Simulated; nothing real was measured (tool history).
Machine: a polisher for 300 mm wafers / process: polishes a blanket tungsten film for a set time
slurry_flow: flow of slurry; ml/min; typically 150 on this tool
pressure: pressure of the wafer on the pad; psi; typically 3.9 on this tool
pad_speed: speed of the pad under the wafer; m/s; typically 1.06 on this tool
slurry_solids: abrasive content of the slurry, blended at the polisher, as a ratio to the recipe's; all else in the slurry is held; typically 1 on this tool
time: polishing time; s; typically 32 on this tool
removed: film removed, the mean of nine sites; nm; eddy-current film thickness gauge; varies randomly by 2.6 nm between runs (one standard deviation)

| run | hour | slurry_flow | pressure | pad_speed | slurry_solids | time | wafers since the last listed run | wafers polished on this pad | hours since the slurry nozzle was cleaned | hours since the head pressure was calibrated | hours since the slurry blender was calibrated | hours since the slurry got fresh peroxide | incoming thickness of the incoming film, nm | removed |
|---|---|---|---|---|---|---|---|---|---|---|---|---|---|---|
| 1 | 0 | 150 | 3.9 | 1.06 | 1 | 32 | 0 | 1321 | 495.5 | 259.7 | 413 | 168.2 | 765 | 161.7 |
| 2 | 47.1 | 150 | 3.9 | 1.06 | 1 | 32 | 526 | 1848 | 542.6 | 306.8 | 460.1 | 215.3 | 789.4 | 166.6 |
| 3 | 118.6 | 150 | 3.9 | 1.06 | 1 | 32 | 799 | 2648 | 614.1 | 378.3 | 531.6 | 286.8 | 776 | 166.5 |
| 4 | 174.9 | 150 | 3.9 | 1.06 | 1 | 35 | 629 | 3278 | 670.4 | 434.6 | 587.9 | 343.1 | 769.1 | 176.7 |
| 5 | 281.7 | 150 | 3.9 | 1.06 | 1 | 35 | 1194 | 4472 | 777.2 | 541.4 | 694.7 | 449.9 | 777.6 | 173.4 |
|  | 325.5 | slurry blender recalibrated |
| 6 | 380.8 | 150 | 3.9 | 1.06 | 1 | 32 | 1086 | 5559 | 876.3 | 640.5 | 55.3 | 549 | 784.8 | 179.2 |
|  | 444 | slurry nozzle cleaned |
| 7 | 461.2 | 125 | 3.9 | 1.06 | 1 | 32 | 888 | 6447 | 17.2 | 720.9 | 135.7 | 629.4 | 777.9 | 168.7 |
|  | 471.2 | slurry tank refilled with fresh slurry and peroxide |
| 8 | 519.1 | 150 | 3.9 | 1.06 | 1 | 32 | 636 | 7084 | 75.1 | 778.8 | 193.6 | 47.9 | 784.7 | 170.7 |
|  | 614.9 | worn pad replaced by a new one |
| 9 | 616.7 | 125 | 4.6 | 1.06 | 1 | 32 | 1047 | 19 | 172.7 | 876.4 | 291.2 | 145.5 | 776.5 | 185.4 |
| 10 | 687.7 | 150 | 3.9 | 1.06 | 0.85 | 35 | 794 | 814 | 243.7 | 947.4 | 362.2 | 216.5 | 776.2 | 169.1 |
| 11 | 772.8 | 150 | 3.9 | 1.06 | 1 | 32 | 952 | 1766 | 328.8 | 1032.5 | 447.3 | 301.6 | 782.8 | 160.7 |
| 12 | 943.1 | 110 | 3.9 | 1.18 | 0.9 | 32 | 1905 | 3671 | 499.1 | 1202.8 | 617.6 | 471.9 | 794 | 155.4 |
|  | 992.5 | slurry blender recalibrated |
|  | 1024.3 | head pressure recalibrated |
| 13 | 1032.6 | 150 | 3.9 | 1.06 | 1 | 32 | 956 | 4628 | 588.6 | 8.3 | 40.1 | 561.4 | 784.3 | 175.1 |
|  | 1108.7 | slurry tank refilled with fresh slurry and peroxide |
| 14 | 1114.2 | 150 | 3.9 | 0.68 | 0.75 | 35 | 901 | 5530 | 670.2 | 89.9 | 121.7 | 5.5 | 791.1 | 127.3 |
| 15 | 1217 | 150 | 3.9 | 1.36 | 1 | 32 | 1150 | 6680 | 773 | 192.7 | 224.5 | 108.3 | 787.4 | 199.7 |
|  | 1231.6 | worn pad replaced by a new one |
| 16 | 1291.5 | 150 | 3.9 | 1.06 | 1 | 32 | 788 | 670 | 847.5 | 267.2 | 299 | 182.8 | 793.6 | 168.1 |
|  | 1321 | slurry nozzle cleaned |
| 17 | 1371.9 | 150 | 3.9 | 1.28 | 1 | 41 | 888 | 1558 | 50.9 | 347.6 | 379.4 | 263.2 | 791.6 | 236.2 |
| 18 | 1415.5 | 105 | 3.9 | 1.06 | 1 | 32 | 487 | 2046 | 94.5 | 391.2 | 423 | 306.8 | 786 | 155 |
| 19 | 1489.5 | 150 | 3.9 | 0.78 | 0.9 | 27 | 827 | 2874 | 168.5 | 465.2 | 497 | 380.8 | 776.5 | 105.5 |
| 20 | 1536.6 | 150 | 3.9 | 1.06 | 1 | 32 | 526 | 3401 | 215.6 | 512.3 | 544.1 | 427.9 | 774.2 | 162.5 |
| 21 | 1612.1 | 105 | 3.4 | 0.9 | 1 | 29 | 844 | 4245 | 291.1 | 587.8 | 619.6 | 503.4 | 782.6 | 106.8 |
|  | 1618.3 | slurry blender recalibrated |
| 22 | 1692.8 | 150 | 3.9 | 1.06 | 1 | 28 | 880 | 5126 | 371.8 | 668.5 | 74.5 | 584.1 | 776.4 | 155.6 |
| 23 | 1794.8 | 150 | 4.7 | 1.06 | 1 | 32 | 1141 | 6267 | 473.8 | 770.5 | 176.5 | 686.1 | 772.6 | 210.7 |
|  | 1815.9 | slurry tank refilled with fresh slurry and peroxide |
|  | 1829.1 | worn pad replaced by a new one |
| 24 | 1871.4 | 150 | 3.9 | 1.06 | 1 | 32 | 801 | 473 | 550.4 | 847.1 | 253.1 | 55.5 | 766.9 | 167.5 |
| 25 | 1947.7 | 165 | 3.9 | 1.26 | 1 | 32 | 853 | 1326 | 626.7 | 923.4 | 329.4 | 131.8 | 797.2 | 193.2 |
| 26 | 2012.7 | 125 | 3.9 | 0.82 | 1.1 | 40 | 727 | 2053 | 691.7 | 988.4 | 394.4 | 196.8 | 774 | 172.7 |
| 27 | 2083.6 | 150 | 5.2 | 1.06 | 1 | 26 | 793 | 2847 | 762.6 | 1059.3 | 465.3 | 267.7 | 779.8 | 172.9 |

Consider 3 possible next runs. They are alternatives, not a sequence: every one starts from the tool as it was left by run 27. What does each give?
| A | 2084 | 150 | 3.9 | 1.28 | 1 | 32 | 4 | 2851 | 763 | 1059.7 | 465.7 | 268.1 | 770.4 | ? |
| B | 2084 | 150 | 3.9 | 1.22 | 1 | 32 | 4 | 2851 | 763 | 1059.7 | 465.7 | 268.1 | 770.4 | ? |
| C | 2084 | 150 | 3.9 | 1.36 | 1 | 39 | 4 | 2851 | 763 | 1059.7 | 465.7 | 268.1 | 770.4 | ? |

| run | removed |
|---|---|
| A | 183.9 |
| B | 177.6 |
| C | 234.3 |
What these runs would have given with no unlogged condition in the tool:
| run | removed |
|---|---|
| A | 210.3 |
| B | 203.1 |
| C | 267.9 |
